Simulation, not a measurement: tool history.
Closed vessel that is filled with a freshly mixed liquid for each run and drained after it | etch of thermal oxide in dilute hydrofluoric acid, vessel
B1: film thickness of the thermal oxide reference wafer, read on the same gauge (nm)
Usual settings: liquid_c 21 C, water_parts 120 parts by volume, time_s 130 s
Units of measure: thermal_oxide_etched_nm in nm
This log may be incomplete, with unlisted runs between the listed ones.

run 1 hour=0 | liquid_c=20 water_parts=120 time_s=130 | B1=99.995 | thermal_oxide_etched_nm=3.645
-- hour=24.8 hydrofluoric acid flow meter replaced
run 2 hour=78.2 | liquid_c=20 water_parts=120 time_s=130 | B1=99.968 | thermal_oxide_etched_nm=3.941
run 3 hour=143.7 | liquid_c=20 water_parts=120 time_s=130 | B1=100 | thermal_oxide_etched_nm=3.912
run 4 hour=242.2 | liquid_c=21 water_parts=120 time_s=130 | B1=99.995 | thermal_oxide_etched_nm=3.957
run 5 hour=281 | liquid_c=21 water_parts=120 time_s=130 | B1=100.003 | thermal_oxide_etched_nm=3.941
run 6 hour=386.8 | liquid_c=21 water_parts=120 time_s=130 | B1=100.004 | thermal_oxide_etched_nm=3.806
run 7 hour=463.3 | liquid_c=21 water_parts=120 time_s=130 | B1=100.015 | thermal_oxide_etched_nm=3.704
-- hour=472.9 hydrofluoric acid flow meter replaced
run 8 hour=521.3 | liquid_c=21 water_parts=120 time_s=130 | B1=100.008 | thermal_oxide_etched_nm=3.952
run 9 hour=570.9 | liquid_c=21 water_parts=65 time_s=180 | B1=100.013 | thermal_oxide_etched_nm=10.788
-- hour=619.1 gauge calibrated
run 10 hour=631 | liquid_c=23 water_parts=140 time_s=50 | B1=99.998 | thermal_oxide_etched_nm=1.367
-- hour=776.4 thermometer replaced
run 11 hour=859.5 | liquid_c=21 water_parts=75 time_s=95 | B1=100 | thermal_oxide_etched_nm=5.014
run 12 hour=939.8 | liquid_c=17 water_parts=60 time_s=160 | B1=100.015 | thermal_oxide_etched_nm=8.904
-- hour=1030.6 hydrofluoric acid flow meter replaced
run 13 hour=1036.8 | liquid_c=21 water_parts=120 time_s=130 | B1=99.989 | thermal_oxide_etched_nm=4.313
run 14 hour=1088.3 | liquid_c=21 water_parts=145 time_s=185 | B1=99.99 | thermal_oxide_etched_nm=4.84
run 15 hour=1144.7 | liquid_c=17.5 water_parts=70 time_s=130 | B1=99.993 | thermal_oxide_etched_nm=6.537
run 16 hour=1236.7 | liquid_c=21 water_parts=120 time_s=160 | B1=99.993 | thermal_oxide_etched_nm=5.04
run 17 hour=1331.8 | liquid_c=24.5 water_parts=165 time_s=130 | B1=99.997 | thermal_oxide_etched_nm=3.198

Here are 3 independent what-if runs from the current tool condition. What would each one return?
run A hour=1332.5 | liquid_c=21 water_parts=120 time_s=65 | B1=? | thermal_oxide_etched_nm=?
run B hour=1332.5 | liquid_c=24 water_parts=140 time_s=210 | B1=? | thermal_oxide_etched_nm=?
run C hour=1332.5 | liquid_c=19.5 water_parts=145 time_s=65 | B1=? | thermal_oxide_etched_nm=?

run=A B1=99.969 thermal_oxide_etched_nm=1.983
run=B B1=99.969 thermal_oxide_etched_nm=6.044
run=C B1=99.969 thermal_oxide_etched_nm=1.503
The same runs, with their run-to-run variation unchanged, on a tool lacking any hidden condition would have given:
run=A thermal_oxide_etched_nm=2.215
run=B thermal_oxide_etched_nm=6.746
run=C thermal_oxide_etched_nm=1.68
